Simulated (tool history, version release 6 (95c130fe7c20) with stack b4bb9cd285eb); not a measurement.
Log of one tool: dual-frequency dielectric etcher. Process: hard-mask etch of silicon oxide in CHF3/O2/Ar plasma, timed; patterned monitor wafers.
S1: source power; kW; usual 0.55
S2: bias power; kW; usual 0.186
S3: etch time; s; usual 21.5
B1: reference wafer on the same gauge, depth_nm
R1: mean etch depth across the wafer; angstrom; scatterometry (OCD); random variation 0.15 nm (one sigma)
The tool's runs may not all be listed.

Run 1, hour 0: usual settings; B1 56.47. Result: R1 473 angstrom.
Run 2, hour 35.1: usual settings; B1 56.49. Result: R1 474.5 angstrom.
Run 3, hour 69: usual settings; B1 56.49. Result: R1 477.3 angstrom.
Run 4, hour 99.4: usual settings; B1 56.44. Result: R1 475.6 angstrom.
Run 5, hour 111.7: usual settings; B1 56.48. Result: R1 479.6 angstrom.
Run 6, hour 139.8: usual settings; B1 56.47. Result: R1 478.5 angstrom.
Run 7, hour 159.4: usual settings; B1 56.63. Result: R1 476.8 angstrom.
Run 8, hour 177.6: usual settings but S1 0.49 kW; B1 56.65. Result: R1 452.8 angstrom.
Run 9, hour 202.4: usual settings; B1 56.58. Result: R1 475.6 angstrom.
At hour 242.7: wet clean of the chamber.
Run 10, hour 243.2: usual settings; B1 56.63. Result: R1 476.8 angstrom.
Run 11, hour 248.5: usual settings; B1 56.61. Result: R1 476.4 angstrom.
Run 12, hour 269: usual settings; B1 56.67. Result: R1 477.6 angstrom.
At hour 299.7: bias power generator calibrated.
Run 13, hour 317.3: usual settings; B1 56.6. Result: R1 478 angstrom.
At hour 341.1: source power generator calibrated.
At hour 344.9: upper electrode replaced.
Run 14, hour 345.4: usual settings but S1 0.59 kW; B1 56.65. Result: R1 495.6 angstrom.
Run 15, hour 349.3: usual settings but S1 0.44 kW, S3 18 s; B1 56.7. Result: R1 360 angstrom.
Run 16, hour 375.1: usual settings but S1 0.5 kW, S2 0.147 kW, S3 23.5 s; B1 56.72. Result: R1 448.5 angstrom.
At hour 404.8: gauge calibrated.
Run 17, hour 407.7: usual settings but S1 0.43 kW, S2 0.174 kW; B1 54.9. Result: R1 400.3 angstrom.
Run 18, hour 494.1: usual settings but S1 0.6 kW, S2 0.163 kW; B1 55.42. Result: R1 456.8 angstrom.
Run 19, hour 510.8: usual settings but S2 0.2 kW, S3 18.5 s; B1 55.41. Result: R1 417.8 angstrom.
Run 20, hour 541.6: usual settings but S1 0.41 kW, S2 0.141 kW, S3 18.5 s; B1 55.55. Result: R1 309.5 angstrom.
Run 21, hour 564.3: usual settings but S1 0.59 kW, S3 27 s; B1 55.73. Result: R1 608.2 angstrom.
Run 22, hour 588.9: usual settings but S1 0.41 kW, S2 0.141 kW, S3 18.5 s; B1 55.78. Result: R1 309.4 angstrom.
Run 23, hour 622.4: usual settings but S1 0.46 kW, S2 0.162 kW, S3 27 s; B1 55.85. Result: R1 511.4 angstrom.
At hour 659.8: wet clean of the chamber.
Run 24, hour 721.3: usual settings; B1 56.13. Result: R1 473.8 angstrom.
Run 25, hour 745.4: usual settings but S1 0.66 kW, S2 0.204 kW, S3 28 s; B1 56.22. Result: R1 699.2 angstrom.
Run 26, hour 775.9: usual settings; B1 56.22. Result: R1 474.3 angstrom.
Run 27, hour 797.1: usual settings but S1 0.68 kW, S2 0.158 kW, S3 17.5 s; B1 56.2. Result: R1 395.5 angstrom.

Measured less the same run without the tool's hidden state. The same run-to-run variation is in both; the gauge's scatter may not be:
The hidden state here: etch rate over this chamber's usual, %; source power that arrives over what is set, %; bias power that arrives over what is set, %; gauge reads high (%).
run     R1
  1  +11.7
  2  +12.1
  3  +12.6
  4  +12.8
  5    +13
  6  +13.1
  7  +13.2
  8  +12.6
  9  +13.4
 10  +13.6
 11  +13.6
 12  +13.7
 13    +14
 14  +14.5
 15  +10.6
 16  +13.2
 17     -1
 18   +3.1
 19   +3.4
 20   +3.2
 21   +7.3
 22   +4.2
 23   +7.9
 24   +9.3
 25  +14.3
 26  +10.1
 27   +8.6
